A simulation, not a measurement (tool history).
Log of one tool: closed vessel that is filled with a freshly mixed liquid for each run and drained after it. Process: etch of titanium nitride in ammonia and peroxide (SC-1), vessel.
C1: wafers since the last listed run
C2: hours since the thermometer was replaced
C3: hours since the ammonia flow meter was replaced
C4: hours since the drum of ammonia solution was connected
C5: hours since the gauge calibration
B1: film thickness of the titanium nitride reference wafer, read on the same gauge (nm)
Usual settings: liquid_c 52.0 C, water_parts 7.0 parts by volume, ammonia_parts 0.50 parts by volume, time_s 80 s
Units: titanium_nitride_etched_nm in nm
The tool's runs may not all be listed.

Run 1, hour 0.0: usual settings but time_s 95 s; C1 0; C2 1229.1; C3 1137.5; C4 111.6; C5 157.6; B1 80.03. Result: titanium_nitride_etched_nm 7.08 nm.
Run 2, hour 27.0: usual settings but time_s 95 s; C1 1845; C2 1256.1; C3 1164.5; C4 138.6; C5 184.6; B1 80.02. Result: titanium_nitride_etched_nm 7.12 nm.
Run 3, hour 58.1: usual settings; C1 2125; C2 1287.2; C3 1195.6; C4 169.7; C5 215.7; B1 79.97. Result: titanium_nitride_etched_nm 6.02 nm.
Run 4, hour 92.0: usual settings; C1 2317; C2 1321.1; C3 1229.5; C4 203.6; C5 249.6; B1 80.02. Result: titanium_nitride_etched_nm 6.04 nm.
Run 5, hour 112.6: usual settings but ammonia_parts 0.40 parts by volume; C1 1408; C2 1341.7; C3 1250.1; C4 224.2; C5 270.2; B1 79.99. Result: titanium_nitride_etched_nm 5.83 nm.
Run 6, hour 125.4: usual settings but ammonia_parts 0.40 parts by volume; C1 874; C2 1354.5; C3 1262.9; C4 237.0; C5 283.0; B1 79.99. Result: titanium_nitride_etched_nm 5.83 nm.
At hour 133.1: new drum of ammonia solution connected.
At hour 133.4: thermometer replaced.
Run 7, hour 145.2: usual settings but time_s 110 s; C1 1259; C2 11.8; C3 1282.7; C4 12.1; C5 302.8; B1 80.01. Result: titanium_nitride_etched_nm 7.14 nm.
Run 8, hour 166.9: usual settings but time_s 110 s; C1 1483; C2 33.5; C3 1304.4; C4 33.8; C5 324.5; B1 80.00. Result: titanium_nitride_etched_nm 7.19 nm.
Run 9, hour 179.2: usual settings but time_s 110 s; C1 840; C2 45.8; C3 1316.7; C4 46.1; C5 336.8; B1 80.00. Result: titanium_nitride_etched_nm 7.19 nm.
At hour 180.7: ammonia flow meter replaced.
At hour 185.4: gauge calibrated.
Run 10, hour 213.3: usual settings; C1 2262; C2 79.9; C3 32.6; C4 80.2; C5 27.9; B1 80.02. Result: titanium_nitride_etched_nm 5.28 nm.
Run 11, hour 229.4: usual settings but liquid_c 59.0 C, water_parts 10.0 parts by volume, ammonia_parts 0.70 parts by volume; C1 1100; C2 96.0; C3 48.7; C4 96.3; C5 44.0; B1 79.98. Result: titanium_nitride_etched_nm 7.41 nm.
Run 12, hour 245.2: usual settings but time_s 40 s; C1 1080; C2 111.8; C3 64.5; C4 112.1; C5 59.8; B1 80.01. Result: titanium_nitride_etched_nm 2.65 nm.
Run 13, hour 267.9: usual settings but liquid_c 45.5 C, water_parts 9.5 parts by volume, ammonia_parts 0.35 parts by volume, time_s 110 s; C1 1551; C2 134.5; C3 87.2; C4 134.8; C5 82.5; B1 80.00. Result: titanium_nitride_etched_nm 3.69 nm.
Run 14, hour 294.8: usual settings but water_parts 6.0 parts by volume; C1 1838; C2 161.4; C3 114.1; C4 161.7; C5 109.4; B1 79.97. Result: titanium_nitride_etched_nm 5.73 nm.
Run 15, hour 318.4: usual settings but water_parts 5.0 parts by volume, ammonia_parts 0.35 parts by volume; C1 1613; C2 185.0; C3 137.7; C4 185.3; C5 133.0; B1 80.02. Result: titanium_nitride_etched_nm 5.89 nm.
Run 16, hour 336.3: usual settings but liquid_c 45.5 C, water_parts 9.0 parts by volume, ammonia_parts 0.70 parts by volume; C1 1223; C2 202.9; C3 155.6; C4 203.2; C5 150.9; B1 79.98. Result: titanium_nitride_etched_nm 3.13 nm.
Run 17, hour 362.8: usual settings; C1 1811; C2 229.4; C3 182.1; C4 229.7; C5 177.4; B1 80.00. Result: titanium_nitride_etched_nm 5.31 nm.
Run 18, hour 376.9: usual settings but liquid_c 42.0 C, water_parts 5.5 parts by volume, ammonia_parts 0.40 parts by volume, time_s 100 s; C1 963; C2 243.5; C3 196.2; C4 243.8; C5 191.5; B1 80.02. Result: titanium_nitride_etched_nm 3.54 nm.
Run 19, hour 405.3: usual settings; C1 1941; C2 271.9; C3 224.6; C4 272.2; C5 219.9; B1 80.00. Result: titanium_nitride_etched_nm 5.38 nm.

Hidden state or all else? Some run-to-run changes of titanium_nitride_etched_nm, split into what the settings, what came in and random variation would give without the hidden state, and what is left for the hidden state (with any gauge scatter that isn't in both results):
The hidden state here: liquid hotter than its thermometer reads (K); ammonia flow below the setpoint (%); ammonia solution weaker than its label (%); gauge reads high (%).
Run 6 -> 7: ammonia_parts 0.40 -> 0.50, time_s 80 -> 110, new drum of ammonia solution connected, thermometer replaced. titanium_nitride_etched_nm +1.31 nm: hidden state -0.80, all else +2.11.
Run 11 -> 12: liquid_c 59.0 -> 52.0, water_parts 10.0 -> 7.0, ammonia_parts 0.70 -> 0.50, time_s 80 -> 40. titanium_nitride_etched_nm -4.76 nm: hidden state -0.08, all else -4.68.
